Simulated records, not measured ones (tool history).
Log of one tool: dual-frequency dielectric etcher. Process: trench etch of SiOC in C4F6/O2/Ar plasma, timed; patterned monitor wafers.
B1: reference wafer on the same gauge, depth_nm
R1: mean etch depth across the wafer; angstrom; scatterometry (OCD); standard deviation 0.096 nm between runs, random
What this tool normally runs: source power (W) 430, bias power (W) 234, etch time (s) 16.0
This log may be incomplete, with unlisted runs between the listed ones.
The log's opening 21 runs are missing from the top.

{"run": 22, "hour": 1247.9, "source power (W)": 490, "bias power (W)": 205, "etch time (s)": 16.0, "B1": 37.0, "R1": 344.0}
{"run": 23, "hour": 1285.6, "source power (W)": 320, "bias power (W)": 290, "etch time (s)": 19.0, "B1": 36.98, "R1": 466.6}
{"run": 24, "hour": 1321.3, "source power (W)": 330, "bias power (W)": 274, "etch time (s)": 19.5, "B1": 37.02, "R1": 463.0}
{"run": 25, "hour": 1369.4, "source power (W)": 500, "bias power (W)": 287, "etch time (s)": 16.0, "B1": 36.99, "R1": 443.9}
{"run": 26, "hour": 1404.0, "source power (W)": 430, "bias power (W)": 234, "etch time (s)": 13.5, "B1": 37.01, "R1": 309.0}
{"run": 27, "hour": 1472.2, "source power (W)": 430, "bias power (W)": 234, "etch time (s)": 21.0, "B1": 37.0, "R1": 479.4}
{"run": 28, "hour": 1513.0, "source power (W)": 530, "bias power (W)": 234, "etch time (s)": 19.0, "B1": 37.03, "R1": 465.7}
{"run": 29, "hour": 1549.0, "source power (W)": 480, "bias power (W)": 234, "etch time (s)": 14.5, "B1": 36.95, "R1": 344.2}
{"hour": 1597.1, "done": "wet clean of the chamber"}
{"run": 30, "hour": 1597.6, "source power (W)": 430, "bias power (W)": 234, "etch time (s)": 14.0, "B1": 37.01, "R1": 320.5}

Below are 3 alternative next runs, each starting from the tool's condition after run 30. Predict each:
{"run": "A", "hour": 1598.0, "source power (W)": 430, "bias power (W)": 234, "etch time (s)": 16.0, "B1": "?", "R1": "?"}
{"run": "B", "hour": 1598.0, "source power (W)": 430, "bias power (W)": 234, "etch time (s)": 12.5, "B1": "?", "R1": "?"}
{"run": "C", "hour": 1598.0, "source power (W)": 520, "bias power (W)": 234, "etch time (s)": 18.0, "B1": "?", "R1": "?"}

run=A B1=37.02 R1=364.1
run=B B1=37.02 R1=284.5
run=C B1=37.02 R1=434.9
Without the tool's unlogged condition, the same runs would have read:
run=A R1=366.8
run=B R1=286.6
run=C R1=438.1
